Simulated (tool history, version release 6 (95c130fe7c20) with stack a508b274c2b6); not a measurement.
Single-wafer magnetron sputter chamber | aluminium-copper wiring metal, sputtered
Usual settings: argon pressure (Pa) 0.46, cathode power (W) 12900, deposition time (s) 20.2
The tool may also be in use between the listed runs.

| run | hour | argon pressure (Pa) | cathode power (W) | deposition time (s) | wafers since the last listed run | wafers on the sputter target | hours since the last manometer calibration | hours since the magnet pack was replaced | hours since the gauge calibration | read-back reference wafer on the same gauge, thickness_nm | mean film thickness on the monitor wafer (Å) |
|---|---|---|---|---|---|---|---|---|---|---|---|
| 1 | 0 | 0.395 | 12900 | 20.2 | 0 | 7241 | 1999.9 | 7325.8 | 167 | 462.793 | 4670.72 |
| 2 | 17.3 | 0.46 | 12900 | 20.2 | 590 | 7831 | 2017.2 | 7343.1 | 184.3 | 463.599 | 4460.53 |
| 3 | 48.8 | 0.46 | 12900 | 20.2 | 1074 | 8905 | 2048.7 | 7374.6 | 215.8 | 462.903 | 4442.34 |
|  | 62.6 | sputter target and shields replaced |
| 4 | 63.1 | 0.46 | 12900 | 20.2 | 214 | 17 | 2063 | 7388.9 | 230.1 | 462.188 | 4572.69 |
|  | 70.6 | gauge calibrated |
| 5 | 95.9 | 0.46 | 12900 | 20.2 | 1118 | 1136 | 2095.8 | 7421.7 | 25.3 | 463.555 | 4614.17 |
| 6 | 131.1 | 0.46 | 12900 | 20.2 | 1200 | 2336 | 2131 | 7456.9 | 60.5 | 463.216 | 4576.88 |
| 7 | 145 | 0.46 | 12900 | 20.2 | 474 | 2810 | 2144.9 | 7470.8 | 74.4 | 463.166 | 4577.39 |
| 8 | 167.9 | 0.46 | 12900 | 23 | 781 | 3592 | 2167.8 | 7493.7 | 97.3 | 462.963 | 5212.65 |
| 9 | 190.7 | 0.46 | 12900 | 19.3 | 777 | 4369 | 2190.6 | 7516.5 | 120.1 | 463.275 | 4345.04 |
| 10 | 210.2 | 0.46 | 12900 | 20.2 | 665 | 5034 | 2210.1 | 7536 | 139.6 | 463.458 | 4556.88 |
|  | 229.8 | magnet pack replaced |
|  | 236.6 | capacitance manometer re-zeroed and calibrated |
| 11 | 237.4 | 0.46 | 12900 | 20.2 | 421 | 5456 | 0.8 | 7.6 | 166.8 | 462.725 | 4525.81 |
| 12 | 261.4 | 0.46 | 12900 | 23.5 | 818 | 6275 | 24.8 | 31.6 | 190.8 | 463.52 | 5232.83 |
| 13 | 293.1 | 0.46 | 11850 | 22.1 | 1081 | 7356 | 56.5 | 63.3 | 222.5 | 463.388 | 4503.42 |
| 14 | 307.4 | 0.46 | 12900 | 20.2 | 487 | 7844 | 70.8 | 77.6 | 236.8 | 462.883 | 4456.61 |
|  | 332.1 | gauge calibrated |
|  | 334.4 | sputter target and shields replaced |
| 15 | 341.2 | 0.46 | 12900 | 20.2 | 879 | 232 | 104.6 | 111.4 | 9.1 | 463.269 | 4602.03 |
| 16 | 355.9 | 0.46 | 12900 | 20.2 | 501 | 734 | 119.3 | 126.1 | 23.8 | 463.643 | 4587.61 |
| 17 | 383.9 | 0.46 | 10000 | 17.5 | 955 | 1689 | 147.3 | 154.1 | 51.8 | 463.01 | 3077.62 |
| 18 | 409.7 | 0.46 | 12900 | 20.2 | 879 | 2569 | 173.1 | 179.9 | 77.6 | 463.732 | 4572.67 |
| 19 | 422.8 | 0.346 | 15600 | 22 | 446 | 3015 | 186.2 | 193 | 90.7 | 463.179 | 6489.95 |
| 20 | 443.5 | 0.638 | 14950 | 22.8 | 706 | 3721 | 206.9 | 213.7 | 111.4 | 463.186 | 5360.5 |
| 21 | 458.9 | 0.46 | 9850 | 23.2 | 525 | 4247 | 222.3 | 229.1 | 126.8 | 463.269 | 4009.15 |
| 22 | 488.6 | 0.353 | 15700 | 23.4 | 1013 | 5260 | 252 | 258.8 | 156.5 | 463.182 | 6845.21 |
| 23 | 505.4 | 0.579 | 12900 | 20.2 | 573 | 5833 | 268.8 | 275.6 | 173.3 | 462.715 | 4233.71 |

Forecast each of these 5 alternatives for the next run:
| A | 505.8 | 0.46 | 12900 | 17.5 | 13 | 5846 | 269.2 | 276 | 173.7 | ? | ? |
| B | 505.8 | 0.552 | 14150 | 17 | 13 | 5846 | 269.2 | 276 | 173.7 | ? | ? |
| C | 505.8 | 0.587 | 15900 | 22.9 | 13 | 5846 | 269.2 | 276 | 173.7 | ? | ? |
| D | 505.8 | 0.46 | 11100 | 19 | 13 | 5846 | 269.2 | 276 | 173.7 | ? | ? |
| E | 505.8 | 0.315 | 10950 | 23.6 | 13 | 5846 | 269.2 | 276 | 173.7 | ? | ? |

| run | read-back reference wafer on the same gauge, thickness_nm | mean film thickness on the monitor wafer (Å) |
|---|---|---|
| A | 462.668 | 3949.34 |
| B | 462.668 | 3980.68 |
| C | 462.668 | 5901.2 |
| D | 462.668 | 3689.55 |
| E | 462.668 | 4947.4 |
Without the tool's hidden state the same runs would have given:
| run | mean film thickness on the monitor wafer (Å) |
|---|---|
| A | 4009.41 |
| B | 4041.22 |
| C | 5990.95 |
| D | 3745.67 |
| E | 5022.64 |
